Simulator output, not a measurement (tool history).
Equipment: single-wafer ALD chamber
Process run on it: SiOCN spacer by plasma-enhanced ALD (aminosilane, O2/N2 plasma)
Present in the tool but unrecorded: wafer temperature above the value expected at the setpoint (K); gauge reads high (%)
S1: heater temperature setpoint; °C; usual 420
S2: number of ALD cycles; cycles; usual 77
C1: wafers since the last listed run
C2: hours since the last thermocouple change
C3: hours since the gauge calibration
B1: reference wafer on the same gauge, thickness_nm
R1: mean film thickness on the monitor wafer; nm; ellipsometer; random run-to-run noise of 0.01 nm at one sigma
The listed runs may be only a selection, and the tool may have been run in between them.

run   hour   S1  S2   C1      C2     C3     B1     R1
  1      0  423  77    0  1865.3  179.6  4.671  4.086
  2   16.6  423  77   77  1881.9  196.2  4.669  4.068
  3   31.9  423  77   71  1897.2  211.5  4.662  4.094
  4     41  420  74   42  1906.3  220.6  4.665  3.938
  5   52.2  420  74   52  1917.5  231.8   4.66  3.948
  6   63.9  420  77   54  1929.2  243.5  4.661  4.115
  7   74.5  420  77   49  1939.8  254.1  4.656  4.102
     117.6  -- gauge calibrated
  8  124.5  420  87  234  1989.8    6.9  4.706  4.708
     134.2  -- thermocouple changed; heater temperature recalibrated
  9  134.7  420  77   10     0.5   17.1  4.708  4.139
 10  143.5  420  77   41     9.3   25.9  4.703  4.127
 11  155.6  420  77   56    21.4     38  4.702  4.135
 12  168.1  410  82   58    33.9   50.5  4.701  4.553
 13  184.3  420  77   75    50.1   66.7  4.699  4.133
 14    192  420  77   36    57.8   74.4  4.698  4.141
 15  204.4  416  63   58    70.2   86.8  4.694  3.425
 16  214.7  420  77   48    80.5   97.1  4.692  4.133
 17  222.2  420  74   35      88  104.6  4.691  3.982
 18  236.4  420  67   66   102.2  118.8  4.689  3.594
 19  251.8  429  77   72   117.6  134.2  4.686  4.004
 20  288.9  415  84  173   154.7  171.3  4.684  4.573
 21  301.2  425  77   57     167  183.6   4.68  4.072
 22  334.8  430  65  157   200.6  217.2  4.671  3.358

What differs in the tool's unlogged condition from the final listed run ahead of each entry between runs to the first listed run following it?
In the gap between runs 7 and 8: gauge calibrated (hour 117.6)
  gauge reads high (%): -1.12 -> -0.026
  measured less the result without the state, R1: -0.046 -> -0.001 nm
In the gap between runs 8 and 9: thermocouple changed; heater temperature recalibrated (hour 134.2)
  gauge reads high (%): -0.026 -> -0.0619
  measured less the result without the state, R1: -0.001 -> -0.003 nm

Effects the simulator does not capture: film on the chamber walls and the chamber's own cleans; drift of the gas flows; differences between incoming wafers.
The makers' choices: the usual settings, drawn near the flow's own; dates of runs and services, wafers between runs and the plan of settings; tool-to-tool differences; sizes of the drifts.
